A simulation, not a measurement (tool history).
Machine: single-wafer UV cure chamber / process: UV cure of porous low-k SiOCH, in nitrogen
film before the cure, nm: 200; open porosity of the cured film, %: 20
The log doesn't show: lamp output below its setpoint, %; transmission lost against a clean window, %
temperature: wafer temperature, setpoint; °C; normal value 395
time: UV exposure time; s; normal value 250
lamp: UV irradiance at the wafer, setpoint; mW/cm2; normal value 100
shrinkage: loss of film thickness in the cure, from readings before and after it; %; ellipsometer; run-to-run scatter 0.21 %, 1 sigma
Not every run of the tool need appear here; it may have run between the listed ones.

run,hour,temperature,time,lamp,wafers since the last listed run,hours since the UV bulbs were replaced,wafers since the quartz window was cleaned,shrinkage
1,0.0,395,250,100,0,1529.4,290,12.090
2,12.1,395,250,100,109,1541.5,400,11.855
3,21.2,395,250,100,82,1550.6,483,11.682
4,34.9,395,250,88,124,1564.3,607,11.245
5,48.8,395,250,88,126,1578.2,733,11.156
6,66.6,395,250,88,161,1596.0,895,10.576
7,73.0,395,250,100,58,1602.4,953,10.949
8,82.3,395,250,100,84,1611.7,1037,11.172
9,97.6,395,250,100,138,1627.0,1176,11.452
# hour 108.1: quartz window cleaned
10,108.6,395,250,100,27,1638.0,4,12.429
11,116.6,395,250,100,72,1646.0,77,12.767
12,131.8,395,250,100,137,1661.2,214,12.096
13,139.7,400,250,90,71,1669.1,286,11.749
14,156.7,395,250,63,154,1686.1,440,10.096
# hour 168.3: UV bulbs replaced
15,168.8,395,170,85,37,0.5,478,8.928
16,178.4,395,210,87,87,10.1,565,10.205
17,194.5,395,250,100,146,26.2,711,11.554
18,222.7,383,390,78,255,54.4,967,12.191
# hour 243.7: quartz window cleaned
19,244.2,411,250,135,122,75.9,4,13.796
20,247.7,385,155,72,31,79.4,35,8.491
21,258.6,395,250,100,98,90.3,134,12.125
22,268.5,395,205,100,89,100.2,224,10.793

Alternative continuations, all from the tool just after run 22; predict every row:
A,269.0,395,250,85,4,100.7,229,?
B,269.0,395,130,85,4,100.7,229,?
C,269.0,410,250,100,4,100.7,229,?
D,269.0,395,195,100,4,100.7,229,?
E,269.0,395,130,100,4,100.7,229,?

run,shrinkage
A,11.308
B,8.462
C,12.314
D,10.921
E,9.150
Had the tool no hidden state, the same runs would have come out as:
run,shrinkage
A,11.856
B,8.971
C,12.876
D,11.464
E,9.667
